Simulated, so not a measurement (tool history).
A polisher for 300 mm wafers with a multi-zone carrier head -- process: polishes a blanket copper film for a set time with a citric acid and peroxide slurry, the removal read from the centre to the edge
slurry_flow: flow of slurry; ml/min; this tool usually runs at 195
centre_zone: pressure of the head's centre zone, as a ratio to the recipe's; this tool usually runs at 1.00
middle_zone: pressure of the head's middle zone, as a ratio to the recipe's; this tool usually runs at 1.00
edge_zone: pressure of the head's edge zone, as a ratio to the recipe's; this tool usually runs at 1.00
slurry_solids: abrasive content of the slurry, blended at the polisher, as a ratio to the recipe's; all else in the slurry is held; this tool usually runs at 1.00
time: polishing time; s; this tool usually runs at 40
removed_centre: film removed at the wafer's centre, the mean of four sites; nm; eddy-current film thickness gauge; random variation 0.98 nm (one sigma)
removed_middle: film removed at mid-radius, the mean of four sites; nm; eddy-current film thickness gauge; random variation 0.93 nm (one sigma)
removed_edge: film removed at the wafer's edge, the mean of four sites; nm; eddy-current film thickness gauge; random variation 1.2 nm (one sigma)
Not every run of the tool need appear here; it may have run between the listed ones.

run    hour  slurry_flow  centre_zone  middle_zone  edge_zone  slurry_solids  time  wafers since the last listed run  wafers polished on this pad  hours since the slurry nozzle was cleaned  hours since the centre zone pressure was calibrated  hours since the edge zone pressure was calibrated  hours since the carrier head's membrane was replaced  incoming thickness of the incoming film, nm  removed_centre  removed_middle  removed_edge
  1     0.0          195         1.00         1.00       1.00           1.00    40                                 0                         1219                                      138.3                                               1137.4                                              365.1                                                 202.9                                       1030.3           103.3           110.2         111.9
  2    30.1          195         1.00         1.00       1.00           1.00    40                               261                         1481                                      168.4                                               1167.5                                              395.2                                                 233.0                                       1043.2           101.7           112.0         112.6
  3    70.8          195         1.00         1.00       1.00           1.00    40                               353                         1835                                      209.1                                               1208.2                                              435.9                                                 273.7                                       1039.6           101.9           112.4         110.6
      101.5  -- centre zone pressure recalibrated
  4   121.3          195         1.00         1.00       1.00           1.00    40                               421                         2257                                      259.6                                                 19.8                                              486.4                                                 324.2                                       1050.6           105.4           112.8         113.1
      129.3  -- edge zone pressure recalibrated
  5   162.5          195         1.00         1.00       1.00           1.00    40                               340                         2598                                      300.8                                                 61.0                                               33.2                                                 365.4                                       1038.0           105.1           110.2         113.3
  6   233.0          195         0.94         0.95       1.05           1.00    52                               613                         3211                                      371.3                                                131.5                                              103.7                                                 435.9                                       1048.5           128.1           136.5         150.2
      254.3  -- worn pad replaced by a new one
  7   273.8          240         1.00         1.00       1.00           1.00    40                               319                          169                                      412.1                                                172.3                                              144.5                                                 476.7                                       1030.4           105.6           110.5         113.5
  8   335.0          195         1.00         1.00       0.91           1.00    40                               532                          701                                      473.3                                                233.5                                              205.7                                                 537.9                                       1046.1           102.7           108.2         106.0
  9   373.3          225         1.08         1.00       1.00           1.20    49                               333                         1034                                      511.6                                                271.8                                              244.0                                                 576.2                                       1032.2           140.3           140.4         139.3
 10   441.8          195         1.07         1.00       1.00           1.00    40                               595                         1629                                      580.1                                                340.3                                              312.5                                                 644.7                                       1058.0           108.2           109.0         109.1
 11   482.6          195         1.00         1.04       0.91           1.00    35                               354                         1984                                      620.9                                                381.1                                              353.3                                                 685.5                                       1027.9            89.2            97.8          92.6
      491.9  -- slurry nozzle cleaned
      542.2  -- edge zone pressure recalibrated
 12   542.7          195         1.00         1.00       1.00           1.00    40                               496                         2481                                       50.8                                                441.2                                                0.5                                                 745.6                                       1053.4           105.7           113.8         114.5
 13   587.4          195         1.00         1.00       0.89           1.30    40                               388                         2869                                       95.5                                                485.9                                               45.2                                                 790.3                                       1036.4           106.7           115.7         111.2
      614.5  -- worn pad replaced by a new one
 14   644.6          165         1.00         1.06       1.00           1.20    40                               462                          262                                      152.7                                                543.1                                              102.4                                                 847.5                                       1055.7           102.5           118.9         115.4
 15   672.8          195         1.04         1.00       1.00           0.85    40                               245                          507                                      180.9                                                571.3                                              130.6                                                 875.7                                       1041.0           104.3           108.8         111.0
 16   740.8          195         1.00         1.00       1.00           1.00    51                               591                         1098                                      248.9                                                639.3                                              198.6                                                 943.7                                       1037.7           128.9           141.1         144.4
 17   782.8          195         1.09         0.89       1.00           0.80    51                               365                         1463                                      290.9                                                681.3                                              240.6                                                 985.7                                       1048.0           138.3           122.7         138.7
 18   831.4          195         1.07         1.00       1.00           1.00    40                               422                         1886                                      339.5                                                729.9                                              289.2                                                1034.3                                       1029.6           106.8           109.5         110.4
      950.9  -- worn pad replaced by a new one
      985.9  -- carrier head's membrane replaced by a new one
 19   986.4          195         1.05         1.00       1.00           1.10    40                              1269                          265                                      494.5                                                884.9                                              444.2                                                   0.5                                       1020.2           105.7           110.0         111.3
 20  1012.3          195         0.90         1.00       1.00           1.00    34                               225                          490                                      520.4                                                910.8                                              470.1                                                  26.4                                       1040.8            76.0            91.1          94.7
 21  1037.8          195         1.00         1.00       1.00           1.00    40                               221                          712                                      545.9                                                936.3                                              495.6                                                  51.9                                       1058.9            98.1           108.5         112.2

Hidden condition of the tool, last listed run before each entry between runs versus first listed run after:
Runs 3 to 4: centre zone pressure recalibrated (hour 101.5)
  slurry flow missing at the pad, %: 26.4 -> 29.8; deviation of the centre zone's pressure from its setpoint, %: -5.68 -> -0.0999
  measured value less the no-hidden-state value, removed_centre: -9.6 -> -4.0 nm; removed_middle: -3.2 -> -3.7 nm; removed_edge: -2.3 -> -2.7 nm
Runs 4 to 5: edge zone pressure recalibrated (hour 129.3)
  slurry flow missing at the pad, %: 29.8 -> 32; deviation of the centre zone's pressure from its setpoint, %: -0.0999 -> -0.611
  measured value less the no-hidden-state value, removed_centre: -4.0 -> -5.0 nm; removed_middle: -3.7 -> -4.0 nm; removed_edge: -2.7 -> -3.0 nm
Runs 6 to 7: worn pad replaced by a new one (hour 254.3)
  slurry flow missing at the pad, %: 35 -> 36.4; deviation of the centre zone's pressure from its setpoint, %: -1.38 -> -1.77
  measured value less the no-hidden-state value, removed_centre: -7.7 -> -6.4 nm; removed_middle: -5.5 -> -4.1 nm; removed_edge: -4.4 -> -3.2 nm
Runs 11 to 12: slurry nozzle cleaned (hour 491.9); edge zone pressure recalibrated (hour 542.2)
  slurry flow missing at the pad, %: 40.6 -> 13.8; deviation of the centre zone's pressure from its setpoint, %: -3.27 -> -3.59
  measured value less the no-hidden-state value, removed_centre: -8.2 -> -5.7 nm; removed_middle: -4.8 -> -1.5 nm; removed_edge: -3.3 -> -1.1 nm
Runs 13 to 14: worn pad replaced by a new one (hour 614.5)
  slurry flow missing at the pad, %: 19.7 -> 25.8; deviation of the centre zone's pressure from its setpoint, %: -3.79 -> -4.03
  measured value less the no-hidden-state value, removed_centre: -6.7 -> -7.9 nm; removed_middle: -2.3 -> -3.6 nm; removed_edge: -1.6 -> -2.6 nm
Runs 18 to 19: worn pad replaced by a new one (hour 950.9); carrier head's membrane replaced by a new one (hour 985.9)
  slurry flow missing at the pad, %: 37.8 -> 42.6; deviation of the centre zone's pressure from its setpoint, %: -4.6 -> -4.92
  measured value less the no-hidden-state value, removed_centre: -10.7 -> -12.0 nm; removed_middle: -4.8 -> -5.7 nm; removed_edge: -3.6 -> -4.2 nm
